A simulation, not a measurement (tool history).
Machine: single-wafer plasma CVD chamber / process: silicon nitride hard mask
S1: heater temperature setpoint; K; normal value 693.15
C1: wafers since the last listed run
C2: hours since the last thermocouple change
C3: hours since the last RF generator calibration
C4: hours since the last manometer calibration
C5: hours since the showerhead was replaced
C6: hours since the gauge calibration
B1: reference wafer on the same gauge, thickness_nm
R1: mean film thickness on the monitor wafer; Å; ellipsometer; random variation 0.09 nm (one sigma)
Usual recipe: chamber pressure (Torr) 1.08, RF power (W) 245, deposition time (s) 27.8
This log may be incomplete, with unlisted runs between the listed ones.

{"run": 1, "day": 0.0, "S1": 693.15, "chamber pressure (Torr)": 1.08, "RF power (W)": 245, "deposition time (s)": 27.8, "C1": 0, "C2": 1524.1, "C3": 693.0, "C4": 1420.2, "C5": 2528.0, "C6": 613.9, "B1": 26.231, "R1": 248.92}
{"run": 2, "day": 0.596, "S1": 693.15, "chamber pressure (Torr)": 1.08, "RF power (W)": 245, "deposition time (s)": 27.8, "C1": 304, "C2": 1538.4, "C3": 707.3, "C4": 1434.5, "C5": 2542.3, "C6": 628.2, "B1": 26.237, "R1": 249.15}
{"run": 3, "day": 1.375, "S1": 693.15, "chamber pressure (Torr)": 1.08, "RF power (W)": 245, "deposition time (s)": 27.8, "C1": 398, "C2": 1557.1, "C3": 726.0, "C4": 1453.2, "C5": 2561.0, "C6": 646.9, "B1": 26.184, "R1": 251.49}
{"run": 4, "day": 2.658, "S1": 693.15, "chamber pressure (Torr)": 1.08, "RF power (W)": 245, "deposition time (s)": 27.8, "C1": 656, "C2": 1587.9, "C3": 756.8, "C4": 1484.0, "C5": 2591.8, "C6": 677.7, "B1": 26.186, "R1": 250.2}
{"run": 5, "day": 3.242, "S1": 693.15, "chamber pressure (Torr)": 1.28, "RF power (W)": 245, "deposition time (s)": 27.8, "C1": 298, "C2": 1601.9, "C3": 770.8, "C4": 1498.0, "C5": 2605.8, "C6": 691.7, "B1": 26.19, "R1": 264.4}
{"run": 6, "day": 4.312, "S1": 693.15, "chamber pressure (Torr)": 1.08, "RF power (W)": 245, "deposition time (s)": 31.7, "C1": 548, "C2": 1627.6, "C3": 796.5, "C4": 1523.7, "C5": 2631.5, "C6": 717.4, "B1": 26.196, "R1": 284.1}
{"day": 4.833, "done": "showerhead replaced"}
{"day": 5.225, "done": "thermocouple changed; heater temperature recalibrated"}
{"run": 7, "day": 5.325, "S1": 693.15, "chamber pressure (Torr)": 1.08, "RF power (W)": 245, "deposition time (s)": 31.7, "C1": 176, "C2": 2.4, "C3": 820.8, "C4": 1548.0, "C5": 11.8, "C6": 741.7, "B1": 26.165, "R1": 282.79}
{"day": 6.554, "done": "RF generator calibrated"}
{"run": 8, "day": 6.575, "S1": 693.15, "chamber pressure (Torr)": 1.08, "RF power (W)": 245, "deposition time (s)": 31.7, "C1": 469, "C2": 32.4, "C3": 0.5, "C4": 1578.0, "C5": 41.8, "C6": 771.7, "B1": 26.166, "R1": 284.03}
{"run": 9, "day": 7.475, "S1": 693.15, "chamber pressure (Torr)": 1.08, "RF power (W)": 245, "deposition time (s)": 27.8, "C1": 460, "C2": 54.0, "C3": 22.1, "C4": 1599.6, "C5": 63.4, "C6": 793.3, "B1": 26.163, "R1": 247.67}
{"day": 8.154, "done": "gauge calibrated"}
{"day": 8.467, "done": "capacitance manometer re-zeroed and calibrated"}
{"run": 10, "day": 10.054, "S1": 693.15, "chamber pressure (Torr)": 1.32, "RF power (W)": 245, "deposition time (s)": 25.6, "C1": 1149, "C2": 115.9, "C3": 84.0, "C4": 38.1, "C5": 125.3, "C6": 45.6, "B1": 26.189, "R1": 241.24}
{"run": 11, "day": 10.962, "S1": 693.15, "chamber pressure (Torr)": 1.2, "RF power (W)": 245, "deposition time (s)": 27.8, "C1": 464, "C2": 137.7, "C3": 105.8, "C4": 59.9, "C5": 147.1, "C6": 67.4, "B1": 26.153, "R1": 253.5}
{"run": 12, "day": 11.888, "S1": 701.15, "chamber pressure (Torr)": 1.08, "RF power (W)": 275, "deposition time (s)": 27.8, "C1": 473, "C2": 159.9, "C3": 128.0, "C4": 82.1, "C5": 169.3, "C6": 89.6, "B1": 26.239, "R1": 256.78}
{"run": 13, "day": 12.55, "S1": 693.15, "chamber pressure (Torr)": 1.2, "RF power (W)": 245, "deposition time (s)": 27.8, "C1": 339, "C2": 175.8, "C3": 143.9, "C4": 98.0, "C5": 185.2, "C6": 105.5, "B1": 26.233, "R1": 253.14}
{"run": 14, "day": 13.117, "S1": 706.15, "chamber pressure (Torr)": 0.91, "RF power (W)": 290, "deposition time (s)": 27.8, "C1": 290, "C2": 189.4, "C3": 157.5, "C4": 111.6, "C5": 198.8, "C6": 119.1, "B1": 26.204, "R1": 246.58}
{"run": 15, "day": 13.817, "S1": 681.15, "chamber pressure (Torr)": 0.81, "RF power (W)": 290, "deposition time (s)": 31.6, "C1": 358, "C2": 206.2, "C3": 174.3, "C4": 128.4, "C5": 215.6, "C6": 135.9, "B1": 26.225, "R1": 269.67}
{"run": 16, "day": 14.554, "S1": 693.15, "chamber pressure (Torr)": 1.08, "RF power (W)": 245, "deposition time (s)": 27.8, "C1": 377, "C2": 223.9, "C3": 192.0, "C4": 146.1, "C5": 233.3, "C6": 153.6, "B1": 26.176, "R1": 244.02}
{"day": 15.25, "done": "capacitance manometer re-zeroed and calibrated, repeated, since the last time left the tool worse"}
{"run": 17, "day": 15.958, "S1": 693.15, "chamber pressure (Torr)": 0.93, "RF power (W)": 290, "deposition time (s)": 27.8, "C1": 548, "C2": 257.6, "C3": 225.7, "C4": 17.0, "C5": 267.0, "C6": 187.3, "B1": 26.231, "R1": 261.93}
{"run": 18, "day": 20.371, "S1": 702.15, "chamber pressure (Torr)": 1.08, "RF power (W)": 245, "deposition time (s)": 27.8, "C1": 2258, "C2": 363.5, "C3": 331.6, "C4": 122.9, "C5": 372.9, "C6": 293.2, "B1": 26.158, "R1": 253.52}
{"run": 19, "day": 20.983, "S1": 693.15, "chamber pressure (Torr)": 1.08, "RF power (W)": 245, "deposition time (s)": 27.8, "C1": 313, "C2": 378.2, "C3": 346.3, "C4": 137.6, "C5": 387.6, "C6": 307.9, "B1": 26.18, "R1": 252.62}
{"run": 20, "day": 22.2, "S1": 693.15, "chamber pressure (Torr)": 1.16, "RF power (W)": 210, "deposition time (s)": 22.4, "C1": 622, "C2": 407.4, "C3": 375.5, "C4": 166.8, "C5": 416.8, "C6": 337.1, "B1": 26.166, "R1": 193.46}
{"run": 21, "day": 23.308, "S1": 693.15, "chamber pressure (Torr)": 1.08, "RF power (W)": 290, "deposition time (s)": 27.8, "C1": 567, "C2": 434.0, "C3": 402.1, "C4": 193.4, "C5": 443.4, "C6": 363.7, "B1": 26.161, "R1": 276.55}
{"run": 22, "day": 24.338, "S1": 703.15, "chamber pressure (Torr)": 1.08, "RF power (W)": 230, "deposition time (s)": 27.8, "C1": 526, "C2": 458.7, "C3": 426.8, "C4": 218.1, "C5": 468.1, "C6": 388.4, "B1": 26.204, "R1": 244.94}
{"run": 23, "day": 25.192, "S1": 693.15, "chamber pressure (Torr)": 1.08, "RF power (W)": 245, "deposition time (s)": 27.8, "C1": 437, "C2": 479.2, "C3": 447.3, "C4": 238.6, "C5": 488.6, "C6": 408.9, "B1": 26.215, "R1": 252.63}
{"run": 24, "day": 25.983, "S1": 685.15, "chamber pressure (Torr)": 1.25, "RF power (W)": 245, "deposition time (s)": 30.3, "C1": 405, "C2": 498.2, "C3": 466.3, "C4": 257.6, "C5": 507.6, "C6": 427.9, "B1": 26.21, "R1": 291.24}
{"run": 25, "day": 27.158, "S1": 680.15, "chamber pressure (Torr)": 1.18, "RF power (W)": 245, "deposition time (s)": 27.8, "C1": 601, "C2": 526.4, "C3": 494.5, "C4": 285.8, "C5": 535.8, "C6": 456.1, "B1": 26.201, "R1": 262.14}
{"run": 26, "day": 28.075, "S1": 693.15, "chamber pressure (Torr)": 1.01, "RF power (W)": 245, "deposition time (s)": 24.4, "C1": 469, "C2": 548.4, "C3": 516.5, "C4": 307.8, "C5": 557.8, "C6": 478.1, "B1": 26.195, "R1": 216.09}
{"run": 27, "day": 29.479, "S1": 693.15, "chamber pressure (Torr)": 0.85, "RF power (W)": 245, "deposition time (s)": 33.3, "C1": 718, "C2": 582.1, "C3": 550.2, "C4": 341.5, "C5": 591.5, "C6": 511.8, "B1": 26.238, "R1": 277.55}
{"run": 28, "day": 30.758, "S1": 693.15, "chamber pressure (Torr)": 0.93, "RF power (W)": 290, "deposition time (s)": 27.8, "C1": 654, "C2": 612.8, "C3": 580.9, "C4": 372.2, "C5": 622.2, "C6": 542.5, "B1": 26.203, "R1": 260.13}
{"run": 29, "day": 31.429, "S1": 699.15, "chamber pressure (Torr)": 1.19, "RF power (W)": 245, "deposition time (s)": 27.8, "C1": 343, "C2": 628.9, "C3": 597.0, "C4": 388.3, "C5": 638.3, "C6": 558.6, "B1": 26.171, "R1": 259.37}

Hidden state, per run?
wafer temperature above the value expected at the setpoint (K): 0 at every run
delivered RF power above the setpoint (%): 0 at every run
gauge reads high (%): 0 at every run
H1: true pressure above the setpoint (%)
run=1 H1=-4.61
run=2 H1=-4.66
run=3 H1=-4.73
run=4 H1=-4.84
run=5 H1=-4.89
run=6 H1=-4.98
run=7 H1=-5.06
run=8 H1=-5.17
run=9 H1=-5.25
run=10 H1=-9.96
run=11 H1=-10
run=12 H1=-10.1
run=13 H1=-10.2
run=14 H1=-10.2
run=15 H1=-10.3
run=16 H1=-10.3
run=17 H1=0.146
run=18 H1=-0.229
run=19 H1=-0.281
run=20 H1=-0.384
run=21 H1=-0.479
run=22 H1=-0.566
run=23 H1=-0.639
run=24 H1=-0.706
run=25 H1=-0.806
run=26 H1=-0.884
run=27 H1=-1
run=28 H1=-1.11
run=29 H1=-1.17
